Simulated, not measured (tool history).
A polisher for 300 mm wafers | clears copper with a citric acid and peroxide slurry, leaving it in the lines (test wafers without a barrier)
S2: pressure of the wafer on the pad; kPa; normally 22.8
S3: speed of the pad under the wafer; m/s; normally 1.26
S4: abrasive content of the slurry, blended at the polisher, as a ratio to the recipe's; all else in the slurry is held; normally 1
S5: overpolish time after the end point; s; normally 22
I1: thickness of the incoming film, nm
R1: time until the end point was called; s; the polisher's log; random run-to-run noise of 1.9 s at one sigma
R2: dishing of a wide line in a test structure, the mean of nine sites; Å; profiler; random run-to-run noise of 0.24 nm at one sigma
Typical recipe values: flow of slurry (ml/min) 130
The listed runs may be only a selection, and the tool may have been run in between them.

run 1 day=0 | flow_of_slurry_(ml/min)=130 S2=22.8 S3=1.26 S4=1 S5=22 | I1=336.4 | R1=110.4 R2=177
run 2 day=0.496 | flow_of_slurry_(ml/min)=130 S2=22.8 S3=1.26 S4=1 S5=22 | I1=332.3 | R1=106.1 R2=179
run 3 day=1.567 | flow_of_slurry_(ml/min)=130 S2=22.8 S3=1.26 S4=1 S5=22 | I1=333.4 | R1=106.9 R2=179
-- day=1.9 worn pad replaced by a new one
run 4 day=2.117 | flow_of_slurry_(ml/min)=130 S2=22.8 S3=1.26 S4=0.9 S5=22 | I1=330 | R1=114 R2=178
-- day=2.525 head pressure recalibrated
run 5 day=2.854 | flow_of_slurry_(ml/min)=130 S2=22.8 S3=1.26 S4=0.9 S5=22 | I1=337 | R1=114.1 R2=176
run 6 day=3.329 | flow_of_slurry_(ml/min)=130 S2=22.8 S3=1.26 S4=1 S5=27 | I1=334.6 | R1=112.7 R2=183
run 7 day=4.1 | flow_of_slurry_(ml/min)=130 S2=22.8 S3=1.26 S4=1 S5=27 | I1=336.8 | R1=112.8 R2=184
run 8 day=4.625 | flow_of_slurry_(ml/min)=130 S2=22.8 S3=1.04 S4=1 S5=22 | I1=339.8 | R1=129.7 R2=173
run 9 day=4.912 | flow_of_slurry_(ml/min)=130 S2=22.8 S3=1.04 S4=1 S5=22 | I1=335.9 | R1=133.4 R2=173
run 10 day=5.6 | flow_of_slurry_(ml/min)=130 S2=22.8 S3=1.26 S4=1.2 S5=22 | I1=328.9 | R1=101.7 R2=180
-- day=6.138 slurry blender recalibrated
run 11 day=6.2 | flow_of_slurry_(ml/min)=130 S2=30.3 S3=1.26 S4=1 S5=12 | I1=339.4 | R1=84 R2=165
-- day=6.388 worn pad replaced by a new one
run 12 day=6.892 | flow_of_slurry_(ml/min)=130 S2=22.8 S3=1.26 S4=0.7 S5=30 | I1=327.2 | R1=120.5 R2=183
run 13 day=7.358 | flow_of_slurry_(ml/min)=130 S2=22.8 S3=1.26 S4=1 S5=22 | I1=337 | R1=110.1 R2=177
run 14 day=7.662 | flow_of_slurry_(ml/min)=150 S2=22.8 S3=1.44 S4=1 S5=17 | I1=341 | R1=96.8 R2=175
run 15 day=7.983 | flow_of_slurry_(ml/min)=155 S2=22.8 S3=1.26 S4=1 S5=11 | I1=333.5 | R1=107.2 R2=146
-- day=8.525 slurry nozzle cleaned
run 16 day=8.621 | flow_of_slurry_(ml/min)=130 S2=22.8 S3=1.26 S4=1 S5=22 | I1=337.5 | R1=112.4 R2=175
run 17 day=9.171 | flow_of_slurry_(ml/min)=130 S2=22.8 S3=1.26 S4=1.3 S5=29 | I1=329.8 | R1=101.5 R2=183
run 18 day=9.829 | flow_of_slurry_(ml/min)=130 S2=22.8 S3=1.26 S4=1 S5=22 | I1=335.1 | R1=112.8 R2=176
run 19 day=10.396 | flow_of_slurry_(ml/min)=130 S2=22.8 S3=1.38 S4=1.1 S5=13 | I1=339.8 | R1=100.4 R2=158
-- day=10.7 worn pad replaced by a new one
run 20 day=10.971 | flow_of_slurry_(ml/min)=130 S2=22.8 S3=1.26 S4=1.25 S5=22 | I1=340.4 | R1=104.7 R2=182
run 21 day=11.7 | flow_of_slurry_(ml/min)=130 S2=22.8 S3=1.26 S4=1 S5=22 | I1=335.1 | R1=111.3 R2=178
run 22 day=12.108 | flow_of_slurry_(ml/min)=100 S2=22.8 S3=1.26 S4=1 S5=22 | I1=335.9 | R1=117.8 R2=178

Forecast run 23:
run 23 day=12.554 | flow_of_slurry_(ml/min)=130 S2=22.8 S3=1.26 S4=0.7 S5=22 | I1=340 | R1=? R2=?

R1: 125.2 s
R2: 173 Å
On a tool with no hidden condition, and with the same random variation, this run would have come out at R1 125.2 s, R2 173 Å.
